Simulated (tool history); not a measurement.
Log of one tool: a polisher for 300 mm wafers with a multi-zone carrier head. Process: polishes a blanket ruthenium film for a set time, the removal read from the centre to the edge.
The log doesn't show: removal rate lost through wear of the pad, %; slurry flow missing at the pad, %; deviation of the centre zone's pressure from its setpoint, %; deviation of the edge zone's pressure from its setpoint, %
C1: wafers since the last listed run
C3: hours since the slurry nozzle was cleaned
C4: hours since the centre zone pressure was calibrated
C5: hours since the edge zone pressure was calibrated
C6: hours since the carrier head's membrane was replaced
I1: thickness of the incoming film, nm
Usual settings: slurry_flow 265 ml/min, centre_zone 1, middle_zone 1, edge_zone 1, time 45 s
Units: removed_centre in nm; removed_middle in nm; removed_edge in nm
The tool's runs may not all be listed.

{"run": 1, "hour": 0.0, "slurry_flow": 265, "centre_zone": 1, "middle_zone": 1, "edge_zone": 1, "time": 45, "C1": 0, "wafers polished on this pad": 643, "C3": 318.4, "C4": 1198.6, "C5": 874.6, "C6": 488.1, "I1": 276.9, "removed_centre": 57.3, "removed_middle": 63.6, "removed_edge": 62.4}
{"run": 2, "hour": 56.8, "slurry_flow": 340, "centre_zone": 1, "middle_zone": 1, "edge_zone": 0.95, "time": 45, "C1": 616, "wafers polished on this pad": 1260, "C3": 375.2, "C4": 1255.4, "C5": 931.4, "C6": 544.9, "I1": 276.5, "removed_centre": 59.5, "removed_middle": 64.6, "removed_edge": 63.2}
{"hour": 104.6, "done": "edge zone pressure recalibrated"}
{"run": 3, "hour": 106.8, "slurry_flow": 340, "centre_zone": 1, "middle_zone": 1, "edge_zone": 0.95, "time": 45, "C1": 521, "wafers polished on this pad": 1781, "C3": 425.2, "C4": 1305.4, "C5": 2.2, "C6": 594.9, "I1": 279.2, "removed_centre": 59.7, "removed_middle": 65.5, "removed_edge": 61.7}
{"hour": 114.2, "done": "carrier head's membrane replaced by a new one, of another model than before"}
{"run": 4, "hour": 153.5, "slurry_flow": 265, "centre_zone": 1, "middle_zone": 0.91, "edge_zone": 1, "time": 41, "C1": 452, "wafers polished on this pad": 2234, "C3": 471.9, "C4": 1352.1, "C5": 48.9, "C6": 39.3, "I1": 283.9, "removed_centre": 50.2, "removed_middle": 52.8, "removed_edge": 56.8}
{"hour": 196.2, "done": "centre zone pressure recalibrated"}
{"run": 5, "hour": 266.5, "slurry_flow": 190, "centre_zone": 1, "middle_zone": 1.08, "edge_zone": 0.93, "time": 37, "C1": 1204, "wafers polished on this pad": 3439, "C3": 584.9, "C4": 70.3, "C5": 161.9, "C6": 152.3, "I1": 276.7, "removed_centre": 49.7, "removed_middle": 53.6, "removed_edge": 49.7}
{"run": 6, "hour": 304.6, "slurry_flow": 265, "centre_zone": 1, "middle_zone": 1, "edge_zone": 1, "time": 45, "C1": 413, "wafers polished on this pad": 3852, "C3": 623, "C4": 108.4, "C5": 200, "C6": 190.4, "I1": 280, "removed_centre": 62.9, "removed_middle": 63.1, "removed_edge": 63.1}
{"hour": 326.1, "done": "slurry nozzle cleaned"}
{"run": 7, "hour": 345.9, "slurry_flow": 210, "centre_zone": 1, "middle_zone": 1, "edge_zone": 1, "time": 45, "C1": 437, "wafers polished on this pad": 4290, "C3": 19.8, "C4": 149.7, "C5": 241.3, "C6": 231.7, "I1": 276.9, "removed_centre": 60, "removed_middle": 61.2, "removed_edge": 63}
{"hour": 391.1, "done": "worn pad replaced by a new one"}
{"run": 8, "hour": 416.7, "slurry_flow": 265, "centre_zone": 1, "middle_zone": 1, "edge_zone": 1, "time": 45, "C1": 725, "wafers polished on this pad": 278, "C3": 90.6, "C4": 220.5, "C5": 312.1, "C6": 302.5, "I1": 277.4, "removed_centre": 61.1, "removed_middle": 63.7, "removed_edge": 62.9}
{"run": 9, "hour": 476.5, "slurry_flow": 265, "centre_zone": 1, "middle_zone": 1, "edge_zone": 1.07, "time": 45, "C1": 649, "wafers polished on this pad": 927, "C3": 150.4, "C4": 280.3, "C5": 371.9, "C6": 362.3, "I1": 278.7, "removed_centre": 63.4, "removed_middle": 63.9, "removed_edge": 63.9}
{"run": 10, "hour": 527.5, "slurry_flow": 265, "centre_zone": 1, "middle_zone": 0.93, "edge_zone": 0.95, "time": 49, "C1": 553, "wafers polished on this pad": 1480, "C3": 201.4, "C4": 331.3, "C5": 422.9, "C6": 413.3, "I1": 276.1, "removed_centre": 67.5, "removed_middle": 64.6, "removed_edge": 67.5}
{"run": 11, "hour": 558.5, "slurry_flow": 325, "centre_zone": 1.07, "middle_zone": 1, "edge_zone": 1, "time": 45, "C1": 336, "wafers polished on this pad": 1817, "C3": 232.4, "C4": 362.3, "C5": 453.9, "C6": 444.3, "I1": 275.1, "removed_centre": 69.1, "removed_middle": 66.5, "removed_edge": 64.4}
{"run": 12, "hour": 619.8, "slurry_flow": 265, "centre_zone": 1, "middle_zone": 1.05, "edge_zone": 1, "time": 45, "C1": 665, "wafers polished on this pad": 2482, "C3": 293.7, "C4": 423.6, "C5": 515.2, "C6": 505.6, "I1": 286.2, "removed_centre": 61, "removed_middle": 68.1, "removed_edge": 63.5}
{"run": 13, "hour": 685.7, "slurry_flow": 330, "centre_zone": 1.1, "middle_zone": 1, "edge_zone": 1.1, "time": 50, "C1": 715, "wafers polished on this pad": 3198, "C3": 359.6, "C4": 489.5, "C5": 581.1, "C6": 571.5, "I1": 283.5, "removed_centre": 78.6, "removed_middle": 73.6, "removed_edge": 72.4}
{"hour": 706.4, "done": "carrier head's membrane replaced by a new one"}
{"run": 14, "hour": 753.3, "slurry_flow": 200, "centre_zone": 0.92, "middle_zone": 1.11, "edge_zone": 0.91, "time": 45, "C1": 679, "wafers polished on this pad": 3877, "C3": 427.2, "C4": 557.1, "C5": 648.7, "C6": 46.9, "I1": 281.9, "removed_centre": 50.8, "removed_middle": 68.6, "removed_edge": 59.5}
{"run": 15, "hour": 802.2, "slurry_flow": 265, "centre_zone": 1, "middle_zone": 0.91, "edge_zone": 1, "time": 45, "C1": 530, "wafers polished on this pad": 4408, "C3": 476.1, "C4": 606, "C5": 697.6, "C6": 95.8, "I1": 280.2, "removed_centre": 60.2, "removed_middle": 56.6, "removed_edge": 63.7}
{"hour": 837.1, "done": "worn pad replaced by a new one"}
{"run": 16, "hour": 838.6, "slurry_flow": 355, "centre_zone": 1, "middle_zone": 1.07, "edge_zone": 1, "time": 45, "C1": 351, "wafers polished on this pad": 16, "C3": 512.5, "C4": 642.4, "C5": 734, "C6": 132.2, "I1": 278.4, "removed_centre": 62.8, "removed_middle": 71.9, "removed_edge": 65.1}
{"run": 17, "hour": 895.5, "slurry_flow": 310, "centre_zone": 1, "middle_zone": 1, "edge_zone": 1, "time": 50, "C1": 617, "wafers polished on this pad": 634, "C3": 569.4, "C4": 699.3, "C5": 790.9, "C6": 189.1, "I1": 281.1, "removed_centre": 68, "removed_middle": 71.6, "removed_edge": 71.2}
{"hour": 981.4, "done": "edge zone pressure recalibrated"}
{"run": 18, "hour": 1030.5, "slurry_flow": 265, "centre_zone": 0.94, "middle_zone": 1, "edge_zone": 1, "time": 45, "C1": 1443, "wafers polished on this pad": 2078, "C3": 704.4, "C4": 834.3, "C5": 49.1, "C6": 324.1, "I1": 282.5, "removed_centre": 53.2, "removed_middle": 63.5, "removed_edge": 63.3}
{"hour": 1091.9, "done": "slurry nozzle cleaned"}
{"run": 19, "hour": 1100.2, "slurry_flow": 325, "centre_zone": 1, "middle_zone": 1, "edge_zone": 1, "time": 35, "C1": 745, "wafers polished on this pad": 2823, "C3": 8.3, "C4": 904, "C5": 118.8, "C6": 393.8, "I1": 276.3, "removed_centre": 47, "removed_middle": 51.9, "removed_edge": 49}
{"run": 20, "hour": 1124.9, "slurry_flow": 265, "centre_zone": 1, "middle_zone": 1, "edge_zone": 1, "time": 45, "C1": 268, "wafers polished on this pad": 3091, "C3": 33, "C4": 928.7, "C5": 143.5, "C6": 418.5, "I1": 283.6, "removed_centre": 59.4, "removed_middle": 63.5, "removed_edge": 63.7}
{"run": 21, "hour": 1160.7, "slurry_flow": 265, "centre_zone": 1, "middle_zone": 1, "edge_zone": 1, "time": 45, "C1": 388, "wafers polished on this pad": 3480, "C3": 68.8, "C4": 964.5, "C5": 179.3, "C6": 454.3, "I1": 279.7, "removed_centre": 58.1, "removed_middle": 64.2, "removed_edge": 63.5}
{"run": 22, "hour": 1221.1, "slurry_flow": 180, "centre_zone": 1.08, "middle_zone": 1.08, "edge_zone": 0.93, "time": 45, "C1": 655, "wafers polished on this pad": 4136, "C3": 129.2, "C4": 1024.9, "C5": 239.7, "C6": 514.7, "I1": 281.2, "removed_centre": 61.5, "removed_middle": 66.8, "removed_edge": 59.8}
{"hour": 1235.1, "done": "worn pad replaced by a new one"}
{"run": 23, "hour": 1269.7, "slurry_flow": 265, "centre_zone": 1.12, "middle_zone": 1, "edge_zone": 1, "time": 45, "C1": 484, "wafers polished on this pad": 375, "C3": 177.8, "C4": 1073.5, "C5": 288.3, "C6": 563.3, "I1": 277.4, "removed_centre": 68.5, "removed_middle": 64.8, "removed_edge": 63.8}

Some steps in removed_centre between neighbouring runs. How much of each would the tool show without its hidden state too (settings, what came in, random variation), and how much is left for the hidden state, with any gauge scatter that isn't in both results?
Run 3 -> 4: slurry_flow 340 -> 265, middle_zone 1 -> 0.91, edge_zone 0.95 -> 1, time 45 -> 41, carrier head's membrane replaced by a new one, of another model than before. removed_centre -9.5 nm: hidden state -1, all else -8.5.
Run 4 -> 5: slurry_flow 265 -> 190, middle_zone 0.91 -> 1.08, edge_zone 1 -> 0.93, time 41 -> 37, centre zone pressure recalibrated. removed_centre -0.5 nm: hidden state +6.6, all else -7.1.
Run 12 -> 13: slurry_flow 265 -> 330, centre_zone 1 -> 1.1, middle_zone 1.05 -> 1, edge_zone 1 -> 1.1, time 45 -> 50. removed_centre +17.6 nm: hidden state -0.8, all else +18.4.
Run 13 -> 14: slurry_flow 330 -> 200, centre_zone 1.1 -> 0.92, middle_zone 1 -> 1.11, edge_zone 1.1 -> 0.91, time 50 -> 45, carrier head's membrane replaced by a new one. removed_centre -27.8 nm: hidden state +0.4, all else -28.2.
